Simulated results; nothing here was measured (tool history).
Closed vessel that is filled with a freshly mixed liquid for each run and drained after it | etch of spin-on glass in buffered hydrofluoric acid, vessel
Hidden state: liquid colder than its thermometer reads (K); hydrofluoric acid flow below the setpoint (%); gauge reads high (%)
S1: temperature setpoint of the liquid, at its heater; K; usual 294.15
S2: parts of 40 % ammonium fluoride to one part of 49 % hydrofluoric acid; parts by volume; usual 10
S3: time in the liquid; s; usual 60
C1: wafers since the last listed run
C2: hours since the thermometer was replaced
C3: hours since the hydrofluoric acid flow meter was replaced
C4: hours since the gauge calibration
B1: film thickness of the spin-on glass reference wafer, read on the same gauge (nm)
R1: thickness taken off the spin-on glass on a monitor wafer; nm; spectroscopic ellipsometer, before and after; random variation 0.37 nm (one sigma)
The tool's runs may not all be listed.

run,hour,S1,S2,S3,C1,C2,C3,C4,B1,R1
1,0.0,294.15,10,85,0,1644.4,820.4,285.8,110.01,125.41
2,70.8,294.15,10,85,8749,1715.2,891.2,356.6,110.01,123.92
3,136.8,294.15,10,85,8155,1781.2,957.2,422.6,110.00,124.44
4,176.9,294.15,10,60,4955,1821.3,997.3,462.7,110.02,88.26
5,235.5,297.15,10,60,7241,1879.9,1055.9,521.3,110.00,103.76
6,343.0,297.15,10,60,13284,1987.4,1163.4,628.8,109.99,103.23
7,449.4,294.15,10,60,13148,2093.8,1269.8,735.2,109.99,87.54
8,518.2,298.15,10,60,8501,2162.6,1338.6,804.0,109.99,108.23
9,561.6,298.15,10,60,5363,2206.0,1382.0,847.4,110.01,107.81
# hour 629.1: hydrofluoric acid flow meter replaced
# hour 727.6: gauge calibrated
10,779.9,294.15,10,60,26852,2424.3,150.8,52.3,109.99,89.23
# hour 799.2: thermometer replaced
11,871.2,294.15,14,30,11158,72.0,242.1,143.6,109.98,32.07
12,932.8,291.15,10,60,7612,133.6,303.7,205.2,110.01,75.40
13,1037.6,296.15,8,70,12950,238.4,408.5,310.0,110.01,141.37
14,1081.2,290.65,7,40,5387,282.0,452.1,353.6,109.99,68.30

3 ways to go on from here, each from the tool as it stands after run 14. What would each give?
A,1081.9,294.15,10,60,86,282.7,452.8,354.3,?,?
B,1081.9,290.15,7,80,86,282.7,452.8,354.3,?,?
C,1081.9,296.65,11,35,86,282.7,452.8,354.3,?,?

run,B1,R1
A,109.98,89.25
B,109.98,133.11
C,109.98,54.46
Without the tool's hidden state the same runs would have given:
run,R1
A,90.23
B,134.74
C,55.06
